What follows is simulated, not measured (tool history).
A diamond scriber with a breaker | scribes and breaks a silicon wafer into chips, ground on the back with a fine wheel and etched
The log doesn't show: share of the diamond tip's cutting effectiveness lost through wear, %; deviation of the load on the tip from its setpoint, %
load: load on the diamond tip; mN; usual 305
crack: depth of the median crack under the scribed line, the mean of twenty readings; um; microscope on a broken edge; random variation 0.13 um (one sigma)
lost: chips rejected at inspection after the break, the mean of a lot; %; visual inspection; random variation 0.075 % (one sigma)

run    day  load  wafers since the last listed run  hours since the diamond tip was replaced  hours since the load on the tip was calibrated  incoming depth of the damage left on the back of the incoming wafer, um  crack  lost
  1      0   305                                 0                                     550.8                                          1276.4                                                                     0.46  14.13  1.76
  2  0.746   305                                66                                     568.7                                          1294.3                                                                      0.6  13.92  1.88
  3   1.25   305                                44                                     580.8                                          1306.4                                                                     0.43  13.89  1.89
  4  2.642   305                               123                                     614.2                                          1339.8                                                                     0.52  14.03  1.85
  5  2.921   305                                24                                     620.9                                          1346.5                                                                     0.52  14.05   2.3
  6  3.196   305                                24                                     627.5                                          1353.1                                                                     0.65  13.55  2.13
  7  3.542   350                                30                                     635.8                                          1361.4                                                                     0.49  15.19  1.57
  8  4.242   350                                62                                     652.6                                          1378.2                                                                     0.63   15.3  1.45
  9  4.971   305                                64                                     670.1                                          1395.7                                                                     0.51  13.67  2.73
     5.471  -- diamond tip replaced by a new one
 10  5.529   305                                42                                       1.4                                          1409.1                                                                     0.75  14.75  1.17
 11  5.792   348                                23                                       7.7                                          1415.4                                                                     0.56  16.19  3.43
 12  6.488   348                                61                                      24.4                                          1432.1                                                                      0.3  16.23  3.37
 13  7.133   348                                57                                      39.9                                          1447.6                                                                     0.43  16.14  3.47
 14  7.642   305                                45                                      52.1                                          1459.8                                                                     0.71  14.53  1.16
 15  8.167   236                                46                                      64.7                                          1472.4                                                                     0.53  12.03  12.5
 16  8.767   305                                53                                      79.1                                          1486.8                                                                     0.77  14.82  1.11

The next listed run, before its measurement:
 17  9.238   350                                41                                      90.4                                          1498.1                                                                     0.53      ?     ?

Run 17 gave crack 16.23 um, lost 3.95 %.
Without the tool's hidden state the same run would have given crack 16.33 um, lost 4.31 %.
